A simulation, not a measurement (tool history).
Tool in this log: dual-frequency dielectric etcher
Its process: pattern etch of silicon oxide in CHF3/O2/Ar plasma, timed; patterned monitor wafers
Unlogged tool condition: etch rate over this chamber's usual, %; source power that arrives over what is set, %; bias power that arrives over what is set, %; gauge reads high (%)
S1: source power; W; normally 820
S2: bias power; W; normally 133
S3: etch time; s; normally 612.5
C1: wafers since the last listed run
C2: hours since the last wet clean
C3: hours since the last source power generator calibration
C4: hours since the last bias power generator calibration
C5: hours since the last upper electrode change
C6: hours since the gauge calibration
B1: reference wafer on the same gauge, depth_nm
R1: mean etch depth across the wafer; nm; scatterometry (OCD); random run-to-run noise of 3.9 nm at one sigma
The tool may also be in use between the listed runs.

| run | hour | S1 | S2 | S3 | C1 | C2 | C3 | C4 | C5 | C6 | B1 | R1 |
|---|---|---|---|---|---|---|---|---|---|---|---|---|
| 1 | 0.0 | 820 | 133 | 612.5 | 0 | 514.6 | 2836.2 | 1534.0 | 5780.2 | 98.0 | 1259.7 | 1182.0 |
| 2 | 7.6 | 890 | 133 | 612.5 | 29 | 522.2 | 2843.8 | 1541.6 | 5787.8 | 105.6 | 1260.4 | 1214.4 |
| 3 | 25.1 | 890 | 133 | 612.5 | 68 | 539.7 | 2861.3 | 1559.1 | 5805.3 | 123.1 | 1259.9 | 1216.0 |
| 4 | 40.5 | 820 | 133 | 612.5 | 60 | 555.1 | 2876.7 | 1574.5 | 5820.7 | 138.5 | 1260.0 | 1177.0 |
| 5 | 49.0 | 760 | 133 | 612.5 | 33 | 563.6 | 2885.2 | 1583.0 | 5829.2 | 147.0 | 1259.5 | 1138.8 |
| 6 | 59.8 | 820 | 133 | 612.5 | 42 | 574.4 | 2896.0 | 1593.8 | 5840.0 | 157.8 | 1260.2 | 1175.2 |
| 7 | 70.8 | 820 | 133 | 612.5 | 43 | 585.4 | 2907.0 | 1604.8 | 5851.0 | 168.8 | 1260.5 | 1179.6 |
| 8 | 79.2 | 820 | 133 | 612.5 | 33 | 593.8 | 2915.4 | 1613.2 | 5859.4 | 177.2 | 1259.8 | 1176.7 |
| 9 | 91.8 | 970 | 133 | 612.5 | 49 | 606.4 | 2928.0 | 1625.8 | 5872.0 | 189.8 | 1259.8 | 1257.4 |
| 10 | 108.5 | 700 | 133 | 612.5 | 65 | 623.1 | 2944.7 | 1642.5 | 5888.7 | 206.5 | 1260.6 | 1091.3 |
|  | 137.1 | wet clean of the chamber |
| 11 | 137.6 | 820 | 122 | 540.5 | 20 | 0.5 | 2973.8 | 1671.6 | 5917.8 | 235.6 | 1259.9 | 979.5 |
| 12 | 138.1 | 820 | 122 | 540.5 | 1 | 1.0 | 2974.3 | 1672.1 | 5918.3 | 236.1 | 1260.1 | 977.7 |
| 13 | 140.2 | 820 | 122 | 540.5 | 8 | 3.1 | 2976.4 | 1674.2 | 5920.4 | 238.2 | 1259.6 | 980.6 |
| 14 | 150.4 | 820 | 133 | 548.0 | 40 | 13.3 | 2986.6 | 1684.4 | 5930.6 | 248.4 | 1259.7 | 1011.1 |
|  | 162.3 | gauge calibrated |
| 15 | 164.0 | 820 | 133 | 612.5 | 53 | 26.9 | 3000.2 | 1698.0 | 5944.2 | 1.7 | 1259.7 | 1133.0 |
|  | 188.3 | wet clean of the chamber, repeated, since the last time left the tool worse |
|  | 205.6 | upper electrode replaced |
| 16 | 206.1 | 770 | 133 | 612.5 | 3 | 17.8 | 3042.3 | 1740.1 | 0.5 | 43.8 | 1260.0 | 1173.3 |
| 17 | 206.6 | 630 | 133 | 612.5 | 1 | 18.3 | 3042.8 | 1740.6 | 1.0 | 44.3 | 1260.2 | 1079.0 |
|  | 210.4 | bias power generator calibrated |
| 18 | 210.9 | 650 | 147 | 612.5 | 1 | 22.6 | 3047.1 | 0.5 | 5.3 | 48.6 | 1259.8 | 1125.2 |
| 19 | 213.5 | 820 | 145 | 439.0 | 10 | 25.2 | 3049.7 | 3.1 | 7.9 | 51.2 | 1260.5 | 889.5 |
| 20 | 225.7 | 820 | 133 | 612.5 | 48 | 37.4 | 3061.9 | 15.3 | 20.1 | 63.4 | 1260.2 | 1206.4 |
| 21 | 233.1 | 660 | 113 | 673.0 | 29 | 44.8 | 3069.3 | 22.7 | 27.5 | 70.8 | 1259.9 | 1144.6 |
| 22 | 245.7 | 820 | 145 | 439.0 | 49 | 57.4 | 3081.9 | 35.3 | 40.1 | 83.4 | 1260.6 | 884.3 |
|  | 255.4 | source power generator calibrated |
| 23 | 262.7 | 760 | 150 | 681.5 | 51 | 74.4 | 7.3 | 52.3 | 57.1 | 100.4 | 1260.2 | 1344.4 |
| 24 | 271.0 | 820 | 133 | 612.5 | 32 | 82.7 | 15.6 | 60.6 | 65.4 | 108.7 | 1260.5 | 1202.9 |
| 25 | 280.7 | 740 | 148 | 502.5 | 38 | 92.4 | 25.3 | 70.3 | 75.1 | 118.4 | 1260.0 | 973.4 |
| 26 | 297.1 | 820 | 158 | 612.5 | 64 | 108.8 | 41.7 | 86.7 | 91.5 | 134.8 | 1259.8 | 1260.3 |
| 27 | 307.0 | 630 | 133 | 612.5 | 39 | 118.7 | 51.6 | 96.6 | 101.4 | 144.7 | 1259.2 | 1077.7 |
| 28 | 323.4 | 820 | 101 | 612.5 | 64 | 135.1 | 68.0 | 113.0 | 117.8 | 161.1 | 1259.6 | 1106.7 |
| 29 | 341.2 | 820 | 146 | 612.5 | 70 | 152.9 | 85.8 | 130.8 | 135.6 | 178.9 | 1260.2 | 1233.7 |
| 30 | 347.5 | 820 | 133 | 612.5 | 24 | 159.2 | 92.1 | 137.1 | 141.9 | 185.2 | 1260.2 | 1197.6 |

Some steps in R1, run to run, broken into two amounts with sign: the step expected even without the hidden condition (settings, incoming material, random variation), and the rest, left for the hidden condition together with whatever gauge scatter is not in both the measured and the hidden-condition-free result:
Run 10 -> 11: S1 700 -> 820, S2 133 -> 122, S3 612.5 -> 540.5, wet clean of the chamber. R1 -111.8 nm: hidden state -27.9, all else -83.9.
Run 14 -> 15: S3 548.0 -> 612.5, gauge calibrated. R1 +121.9 nm: hidden state -8.8, all else +130.7.
Run 15 -> 16: S1 820 -> 770, wet clean of the chamber, repeated, since the last time left the tool worse, upper electrode replaced. R1 +40.3 nm: hidden state +73.3, all else -33.0.
Run 19 -> 20: S2 145 -> 133, S3 439.0 -> 612.5. R1 +316.9 nm: hidden state -1.0, all else +317.9.
Run 22 -> 23: S1 820 -> 760, S2 145 -> 150, S3 439.0 -> 681.5, source power generator calibrated. R1 +460.1 nm: hidden state -2.4, all else +462.5.
Run 25 -> 26: S1 740 -> 820, S2 148 -> 158, S3 502.5 -> 612.5. R1 +286.9 nm: hidden state -2.5, all else +289.4.

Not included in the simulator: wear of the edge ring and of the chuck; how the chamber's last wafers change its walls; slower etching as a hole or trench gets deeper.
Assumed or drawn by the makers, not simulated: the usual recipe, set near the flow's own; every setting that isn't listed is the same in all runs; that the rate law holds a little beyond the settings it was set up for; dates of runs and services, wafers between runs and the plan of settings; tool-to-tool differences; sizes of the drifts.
